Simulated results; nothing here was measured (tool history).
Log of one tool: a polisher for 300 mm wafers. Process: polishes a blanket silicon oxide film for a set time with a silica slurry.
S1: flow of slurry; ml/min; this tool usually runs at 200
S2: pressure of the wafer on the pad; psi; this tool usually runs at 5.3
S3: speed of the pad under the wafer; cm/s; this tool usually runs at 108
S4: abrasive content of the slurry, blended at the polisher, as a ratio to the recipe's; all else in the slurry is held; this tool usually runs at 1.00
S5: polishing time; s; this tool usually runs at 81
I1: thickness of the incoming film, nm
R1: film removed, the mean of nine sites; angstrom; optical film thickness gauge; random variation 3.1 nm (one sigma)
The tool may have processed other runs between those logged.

run 1 hour=0.0 | S1=200 S2=5.3 S3=108 S4=1.00 S5=81 | I1=1358.1 | R1=3295
-- hour=39.4 worn pad replaced by a new one
run 2 hour=56.7 | S1=200 S2=5.3 S3=108 S4=1.00 S5=81 | I1=1331.5 | R1=3323
run 3 hour=114.6 | S1=200 S2=5.3 S3=108 S4=1.00 S5=81 | I1=1323.3 | R1=3279
run 4 hour=185.7 | S1=200 S2=5.3 S3=122 S4=1.00 S5=81 | I1=1320.5 | R1=3567
run 5 hour=249.0 | S1=200 S2=4.7 S3=108 S4=1.00 S5=81 | I1=1343.3 | R1=2867
-- hour=291.4 conditioning disc replaced and pad reconditioned
-- hour=299.0 slurry blender recalibrated
run 6 hour=310.7 | S1=200 S2=4.6 S3=108 S4=1.00 S5=81 | I1=1318.5 | R1=2822
run 7 hour=368.0 | S1=200 S2=4.6 S3=108 S4=1.00 S5=81 | I1=1329.4 | R1=2797
-- hour=396.1 worn pad replaced by a new one
run 8 hour=577.1 | S1=200 S2=5.3 S3=72 S4=1.00 S5=91 | I1=1331.4 | R1=2804
-- hour=586.7 slurry nozzle cleaned
run 9 hour=620.6 | S1=200 S2=5.3 S3=108 S4=1.00 S5=81 | I1=1322.7 | R1=3351
run 10 hour=686.5 | S1=200 S2=5.8 S3=108 S4=1.00 S5=81 | I1=1328.0 | R1=3644
-- hour=696.7 conditioning disc replaced and pad reconditioned
-- hour=790.5 head pressure recalibrated
-- hour=819.7 slurry blender recalibrated
-- hour=849.8 worn pad replaced by a new one
run 11 hour=853.7 | S1=200 S2=6.7 S3=108 S4=0.90 S5=81 | I1=1348.3 | R1=3997
run 12 hour=903.8 | S1=260 S2=5.3 S3=130 S4=1.00 S5=81 | I1=1327.4 | R1=3789
run 13 hour=948.6 | S1=180 S2=6.7 S3=108 S4=1.25 S5=58 | I1=1304.2 | R1=3279
run 14 hour=975.6 | S1=200 S2=5.3 S3=108 S4=1.00 S5=54 | I1=1344.8 | R1=2179
run 15 hour=1030.7 | S1=200 S2=5.3 S3=96 S4=1.15 S5=55 | I1=1332.7 | R1=2209
run 16 hour=1090.6 | S1=200 S2=5.3 S3=126 S4=0.75 S5=96 | I1=1327.3 | R1=3649
run 17 hour=1161.5 | S1=200 S2=5.3 S3=108 S4=1.00 S5=81 | I1=1350.3 | R1=3230
-- hour=1168.8 conditioning disc replaced and pad reconditioned
-- hour=1208.3 worn pad replaced by a new one
run 18 hour=1230.9 | S1=235 S2=4.1 S3=108 S4=1.00 S5=81 | I1=1320.1 | R1=2522
-- hour=1260.3 slurry blender recalibrated
run 19 hour=1297.8 | S1=265 S2=5.3 S3=108 S4=0.75 S5=81 | I1=1304.1 | R1=2869
-- hour=1335.7 slurry nozzle cleaned
run 20 hour=1348.8 | S1=245 S2=4.2 S3=76 S4=1.00 S5=81 | I1=1316.3 | R1=2211
run 21 hour=1397.1 | S1=180 S2=6.8 S3=108 S4=1.00 S5=81 | I1=1335.2 | R1=4253
run 22 hour=1452.4 | S1=230 S2=5.3 S3=108 S4=1.00 S5=81 | I1=1332.8 | R1=3390
run 23 hour=1509.2 | S1=160 S2=6.6 S3=76 S4=1.15 S5=81 | I1=1356.8 | R1=3580
run 24 hour=1538.6 | S1=200 S2=5.3 S3=108 S4=1.00 S5=81 | I1=1334.2 | R1=3323

Exercise: give the hidden state of the tool at every run:
removal rate lost through wear of the pad, %: 0, the same for each run
deviation of the head's pressure from its setpoint, %: 0, the same for each run
abrasive missing from the slurry, %: 0, the same for each run
time polished since the conditioner stopped cutting, s: 0, the same for each run
H1: slurry flow missing at the pad, %
run=1 H1=13.8
run=2 H1=16.9
run=3 H1=20
run=4 H1=23.9
run=5 H1=27.4
run=6 H1=30.7
run=7 H1=33.8
run=8 H1=45.2
run=9 H1=2.59
run=10 H1=6.18
run=11 H1=15.3
run=12 H1=18
run=13 H1=20.4
run=14 H1=21.9
run=15 H1=24.9
run=16 H1=28.2
run=17 H1=32
run=18 H1=35.8
run=19 H1=39.4
run=20 H1=1.49
run=21 H1=4.12
run=22 H1=7.13
run=23 H1=10.2
run=24 H1=11.8
